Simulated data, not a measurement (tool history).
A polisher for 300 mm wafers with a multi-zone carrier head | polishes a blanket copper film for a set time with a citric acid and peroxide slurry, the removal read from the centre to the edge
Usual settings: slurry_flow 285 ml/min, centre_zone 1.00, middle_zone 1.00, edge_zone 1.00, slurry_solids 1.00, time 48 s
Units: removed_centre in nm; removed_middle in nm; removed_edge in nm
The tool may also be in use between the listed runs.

run,day,slurry_flow,centre_zone,middle_zone,edge_zone,slurry_solids,time,"incoming thickness of the incoming film, nm",removed_centre,removed_middle,removed_edge
1,0.000,285,1.00,0.93,1.00,1.25,48,935.6,92.1,84.1,89.0
# day 0.804: worn pad replaced by a new one
2,0.825,285,1.00,0.93,1.00,1.25,48,948.3,96.9,88.1,93.9
3,1.162,285,1.00,0.93,1.00,1.25,48,936.3,95.9,86.4,93.6
4,1.862,285,1.00,1.00,1.00,0.95,48,946.3,88.8,85.3,84.1
# day 2.412: edge zone pressure recalibrated
5,2.554,285,1.00,1.00,1.00,0.95,48,959.2,86.7,83.0,84.3
6,2.817,285,1.00,1.00,1.00,1.00,40,960.4,73.1,69.2,68.9
# day 3.196: worn pad replaced by a new one
7,3.250,285,1.00,1.00,1.00,1.00,40,955.8,79.1,74.0,75.3
# day 3.558: carrier head's membrane replaced by a new one
# day 3.650: slurry nozzle cleaned
8,3.979,250,1.00,1.00,1.00,1.00,48,940.2,91.4,85.9,86.8
9,4.567,285,1.00,1.00,1.00,1.00,48,946.8,90.0,85.8,86.1
10,4.879,285,0.93,1.00,1.00,1.00,41,963.9,71.1,71.7,72.6
# day 5.304: centre zone pressure recalibrated
11,5.512,285,0.91,1.00,1.12,1.00,63,937.1,96.1,107.6,114.1
# day 5.812: worn pad replaced by a new one
12,5.833,345,1.00,1.00,1.00,1.00,48,955.3,88.1,90.1,89.9
13,6.158,365,1.10,1.00,0.91,0.85,48,951.9,92.4,86.2,82.7
14,6.542,285,0.93,1.08,1.00,0.80,61,951.0,95.7,111.2,103.2
15,6.925,285,1.00,1.00,1.00,1.00,48,940.1,83.2,86.1,86.1
16,7.404,360,1.00,1.00,1.00,1.00,48,949.7,84.0,84.8,85.4

4 ways to go on from here, each from the tool as it stands after run 16. What would each give?
A,7.421,285,1.06,1.00,1.00,1.00,48,954.4,?,?,?
B,7.421,285,1.00,1.00,1.00,0.85,55,954.4,?,?,?
C,7.421,285,1.00,0.96,0.94,0.75,48,954.4,?,?,?
D,7.421,250,0.88,1.00,1.00,1.20,48,954.4,?,?,?

run,removed_centre,removed_middle,removed_edge
A,86.9,83.5,83.7
B,90.4,92.1,92.3
C,76.6,75.4,76.0
D,73.9,85.8,86.3
Without the tool's hidden state the same runs would have given:
run,removed_centre,removed_middle,removed_edge
A,92.5,89.4,89.6
B,96.2,98.7,98.9
C,81.5,80.8,81.4
D,78.6,91.9,92.4

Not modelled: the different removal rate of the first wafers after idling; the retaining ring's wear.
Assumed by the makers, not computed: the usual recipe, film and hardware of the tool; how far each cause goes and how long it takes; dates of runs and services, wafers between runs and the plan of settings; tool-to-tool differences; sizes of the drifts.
